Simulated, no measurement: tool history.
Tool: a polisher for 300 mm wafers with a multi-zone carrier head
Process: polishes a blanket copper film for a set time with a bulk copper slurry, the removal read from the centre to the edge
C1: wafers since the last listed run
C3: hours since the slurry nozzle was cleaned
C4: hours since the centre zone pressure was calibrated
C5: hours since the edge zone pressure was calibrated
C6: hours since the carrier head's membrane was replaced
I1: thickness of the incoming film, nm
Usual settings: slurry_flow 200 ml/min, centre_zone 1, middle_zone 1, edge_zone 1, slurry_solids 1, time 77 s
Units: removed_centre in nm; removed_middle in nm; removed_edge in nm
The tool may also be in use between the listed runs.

{"run": 1, "hour": 0.0, "slurry_flow": 200, "centre_zone": 1, "middle_zone": 1, "edge_zone": 1, "slurry_solids": 1, "time": 77, "C1": 0, "wafers polished on this pad": 1113, "C3": 167.2, "C4": 63.6, "C5": 368.3, "C6": 1559.5, "I1": 4749.2, "removed_centre": 1087.2, "removed_middle": 1102.6, "removed_edge": 1114.7}
{"run": 2, "hour": 38.9, "slurry_flow": 200, "centre_zone": 1, "middle_zone": 1, "edge_zone": 1, "slurry_solids": 1, "time": 77, "C1": 509, "wafers polished on this pad": 1622, "C3": 206.1, "C4": 102.5, "C5": 407.2, "C6": 1598.4, "I1": 4805.1, "removed_centre": 1081.1, "removed_middle": 1088.7, "removed_edge": 1092.6}
{"hour": 42.2, "done": "edge zone pressure recalibrated"}
{"hour": 48.8, "done": "carrier head's membrane replaced by a new one"}
{"run": 3, "hour": 71.7, "slurry_flow": 200, "centre_zone": 1, "middle_zone": 1, "edge_zone": 1, "slurry_solids": 1, "time": 77, "C1": 337, "wafers polished on this pad": 1960, "C3": 238.9, "C4": 135.3, "C5": 29.5, "C6": 22.9, "I1": 4726.9, "removed_centre": 1085.3, "removed_middle": 1082.5, "removed_edge": 1108.7}
{"hour": 94.7, "done": "slurry nozzle cleaned"}
{"run": 4, "hour": 109.3, "slurry_flow": 200, "centre_zone": 1, "middle_zone": 1, "edge_zone": 1, "slurry_solids": 1, "time": 77, "C1": 478, "wafers polished on this pad": 2439, "C3": 14.6, "C4": 172.9, "C5": 67.1, "C6": 60.5, "I1": 4733.7, "removed_centre": 1071.9, "removed_middle": 1069.7, "removed_edge": 1078.7}
{"run": 5, "hour": 149.2, "slurry_flow": 200, "centre_zone": 1.05, "middle_zone": 1, "edge_zone": 1, "slurry_solids": 1, "time": 77, "C1": 522, "wafers polished on this pad": 2961, "C3": 54.5, "C4": 212.8, "C5": 107, "C6": 100.4, "I1": 4711.3, "removed_centre": 1127.4, "removed_middle": 1055.5, "removed_edge": 1059.1}
{"hour": 173.9, "done": "worn pad replaced by a new one"}
{"run": 6, "hour": 177.4, "slurry_flow": 200, "centre_zone": 1.05, "middle_zone": 1, "edge_zone": 1, "slurry_solids": 1, "time": 77, "C1": 316, "wafers polished on this pad": 45, "C3": 82.7, "C4": 241, "C5": 135.2, "C6": 128.6, "I1": 4779.5, "removed_centre": 1185, "removed_middle": 1116.6, "removed_edge": 1126}
{"run": 7, "hour": 226.3, "slurry_flow": 200, "centre_zone": 1, "middle_zone": 1, "edge_zone": 1, "slurry_solids": 1, "time": 77, "C1": 639, "wafers polished on this pad": 685, "C3": 131.6, "C4": 289.9, "C5": 184.1, "C6": 177.5, "I1": 4720.7, "removed_centre": 1130, "removed_middle": 1130.1, "removed_edge": 1142}
{"run": 8, "hour": 292.3, "slurry_flow": 200, "centre_zone": 1, "middle_zone": 1, "edge_zone": 0.94, "slurry_solids": 1.15, "time": 77, "C1": 863, "wafers polished on this pad": 1549, "C3": 197.6, "C4": 355.9, "C5": 250.1, "C6": 243.5, "I1": 4693.2, "removed_centre": 1158.9, "removed_middle": 1147.6, "removed_edge": 1110.6}
{"run": 9, "hour": 330.2, "slurry_flow": 200, "centre_zone": 1, "middle_zone": 1, "edge_zone": 1, "slurry_solids": 0.9, "time": 77, "C1": 496, "wafers polished on this pad": 2045, "C3": 235.5, "C4": 393.8, "C5": 288, "C6": 281.4, "I1": 4722.1, "removed_centre": 1076.7, "removed_middle": 1074.4, "removed_edge": 1082.8}
{"hour": 359.8, "done": "slurry nozzle cleaned"}
{"run": 10, "hour": 360.8, "slurry_flow": 260, "centre_zone": 1, "middle_zone": 1, "edge_zone": 1, "slurry_solids": 1, "time": 94, "C1": 387, "wafers polished on this pad": 2432, "C3": 1, "C4": 424.4, "C5": 318.6, "C6": 312, "I1": 4741.8, "removed_centre": 1383.1, "removed_middle": 1361.4, "removed_edge": 1383.3}
{"run": 11, "hour": 411.8, "slurry_flow": 155, "centre_zone": 0.94, "middle_zone": 1, "edge_zone": 1, "slurry_solids": 0.85, "time": 52, "C1": 667, "wafers polished on this pad": 3100, "C3": 52, "C4": 475.4, "C5": 369.6, "C6": 363, "I1": 4771.5, "removed_centre": 635.6, "removed_middle": 683.7, "removed_edge": 692.6}
{"run": 12, "hour": 444.9, "slurry_flow": 200, "centre_zone": 1, "middle_zone": 1, "edge_zone": 1, "slurry_solids": 1, "time": 77, "C1": 433, "wafers polished on this pad": 3533, "C3": 85.1, "C4": 508.5, "C5": 402.7, "C6": 396.1, "I1": 4723.8, "removed_centre": 1053.5, "removed_middle": 1035.5, "removed_edge": 1055.2}
{"hour": 506.6, "done": "worn pad replaced by a new one"}
{"run": 13, "hour": 512.9, "slurry_flow": 155, "centre_zone": 0.94, "middle_zone": 1, "edge_zone": 1, "slurry_solids": 0.85, "time": 52, "C1": 837, "wafers polished on this pad": 82, "C3": 153.1, "C4": 576.5, "C5": 470.7, "C6": 464.1, "I1": 4808.7, "removed_centre": 664.2, "removed_middle": 693.2, "removed_edge": 725.8}
{"hour": 542.2, "done": "edge zone pressure recalibrated"}
{"run": 14, "hour": 645.7, "slurry_flow": 200, "centre_zone": 0.88, "middle_zone": 1, "edge_zone": 1.08, "slurry_solids": 1, "time": 77, "C1": 1711, "wafers polished on this pad": 1793, "C3": 285.9, "C4": 709.3, "C5": 103.5, "C6": 596.9, "I1": 4714.4, "removed_centre": 976.2, "removed_middle": 1085.7, "removed_edge": 1124.9}
{"hour": 652.4, "done": "slurry nozzle cleaned"}
{"run": 15, "hour": 708.5, "slurry_flow": 200, "centre_zone": 1, "middle_zone": 1, "edge_zone": 1, "slurry_solids": 1, "time": 77, "C1": 808, "wafers polished on this pad": 2602, "C3": 56.1, "C4": 772.1, "C5": 166.3, "C6": 659.7, "I1": 4787.4, "removed_centre": 1030.9, "removed_middle": 1052.3, "removed_edge": 1077.5}
{"run": 16, "hour": 750.7, "slurry_flow": 245, "centre_zone": 1.04, "middle_zone": 1, "edge_zone": 1, "slurry_solids": 1, "time": 77, "C1": 552, "wafers polished on this pad": 3155, "C3": 98.3, "C4": 814.3, "C5": 208.5, "C6": 701.9, "I1": 4771.8, "removed_centre": 1088.6, "removed_middle": 1059.6, "removed_edge": 1068.3}
{"run": 17, "hour": 777.9, "slurry_flow": 200, "centre_zone": 0.9, "middle_zone": 1, "edge_zone": 1, "slurry_solids": 0.8, "time": 102, "C1": 355, "wafers polished on this pad": 3511, "C3": 125.5, "C4": 841.5, "C5": 235.7, "C6": 729.1, "I1": 4733.1, "removed_centre": 1176.8, "removed_middle": 1287.9, "removed_edge": 1283.8}
{"hour": 796.3, "done": "worn pad replaced by a new one"}
{"run": 18, "hour": 829.7, "slurry_flow": 255, "centre_zone": 1, "middle_zone": 1, "edge_zone": 1, "slurry_solids": 1.25, "time": 96, "C1": 625, "wafers polished on this pad": 437, "C3": 177.3, "C4": 893.3, "C5": 287.5, "C6": 780.9, "I1": 4756.7, "removed_centre": 1547.5, "removed_middle": 1492.8, "removed_edge": 1497.5}
{"run": 19, "hour": 864.5, "slurry_flow": 200, "centre_zone": 1, "middle_zone": 0.89, "edge_zone": 1.1, "slurry_solids": 0.85, "time": 77, "C1": 455, "wafers polished on this pad": 892, "C3": 212.1, "C4": 928.1, "C5": 322.3, "C6": 815.7, "I1": 4791.6, "removed_centre": 1057.7, "removed_middle": 988.9, "removed_edge": 1134.3}
{"run": 20, "hour": 900.5, "slurry_flow": 200, "centre_zone": 1, "middle_zone": 0.97, "edge_zone": 1, "slurry_solids": 1, "time": 77, "C1": 471, "wafers polished on this pad": 1363, "C3": 248.1, "C4": 964.1, "C5": 358.3, "C6": 851.7, "I1": 4771.4, "removed_centre": 1111.3, "removed_middle": 1081.8, "removed_edge": 1126.6}
{"run": 21, "hour": 940.9, "slurry_flow": 245, "centre_zone": 1, "middle_zone": 1, "edge_zone": 1, "slurry_solids": 1, "time": 77, "C1": 528, "wafers polished on this pad": 1892, "C3": 288.5, "C4": 1004.5, "C5": 398.7, "C6": 892.1, "I1": 4853.6, "removed_centre": 1122, "removed_middle": 1117.2, "removed_edge": 1116.3}

4 ways to go on from here, each from the tool as it stands after run 21. What would each give?
{"run": "A", "hour": 941.3, "slurry_flow": 200, "centre_zone": 1, "middle_zone": 1, "edge_zone": 1, "slurry_solids": 1, "time": 77, "C1": 5, "wafers polished on this pad": 1897, "C3": 288.9, "C4": 1004.9, "C5": 399.1, "C6": 892.5, "I1": 4720.8, "removed_centre": "?", "removed_middle": "?", "removed_edge": "?"}
{"run": "B", "hour": 941.3, "slurry_flow": 265, "centre_zone": 1, "middle_zone": 1, "edge_zone": 0.88, "slurry_solids": 1.15, "time": 94, "C1": 5, "wafers polished on this pad": 1897, "C3": 288.9, "C4": 1004.9, "C5": 399.1, "C6": 892.5, "I1": 4720.8, "removed_centre": "?", "removed_middle": "?", "removed_edge": "?"}
{"run": "C", "hour": 941.3, "slurry_flow": 200, "centre_zone": 0.95, "middle_zone": 1, "edge_zone": 1.08, "slurry_solids": 1, "time": 77, "C1": 5, "wafers polished on this pad": 1897, "C3": 288.9, "C4": 1004.9, "C5": 399.1, "C6": 892.5, "I1": 4720.8, "removed_centre": "?", "removed_middle": "?", "removed_edge": "?"}
{"run": "D", "hour": 941.3, "slurry_flow": 200, "centre_zone": 1, "middle_zone": 1.04, "edge_zone": 1, "slurry_solids": 1, "time": 77, "C1": 5, "wafers polished on this pad": 1897, "C3": 288.9, "C4": 1004.9, "C5": 399.1, "C6": 892.5, "I1": 4720.8, "removed_centre": "?", "removed_middle": "?", "removed_edge": "?"}

run=A removed_centre=1109.8 removed_middle=1096.6 removed_edge=1101.6
run=B removed_centre=1437.9 removed_middle=1416.9 removed_edge=1334.6
run=C removed_centre=1060.7 removed_middle=1096.8 removed_edge=1142.5
run=D removed_centre=1110.1 removed_middle=1130.4 removed_edge=1101.1
Without the tool's hidden state the same runs would have given:
run=A removed_centre=1139.4 removed_middle=1125.9 removed_edge=1131
run=B removed_centre=1476.2 removed_middle=1454.6 removed_edge=1370.2
run=C removed_centre=1089 removed_middle=1126 removed_edge=1173
run=D removed_centre=1139.7 removed_middle=1160.6 removed_edge=1130.4

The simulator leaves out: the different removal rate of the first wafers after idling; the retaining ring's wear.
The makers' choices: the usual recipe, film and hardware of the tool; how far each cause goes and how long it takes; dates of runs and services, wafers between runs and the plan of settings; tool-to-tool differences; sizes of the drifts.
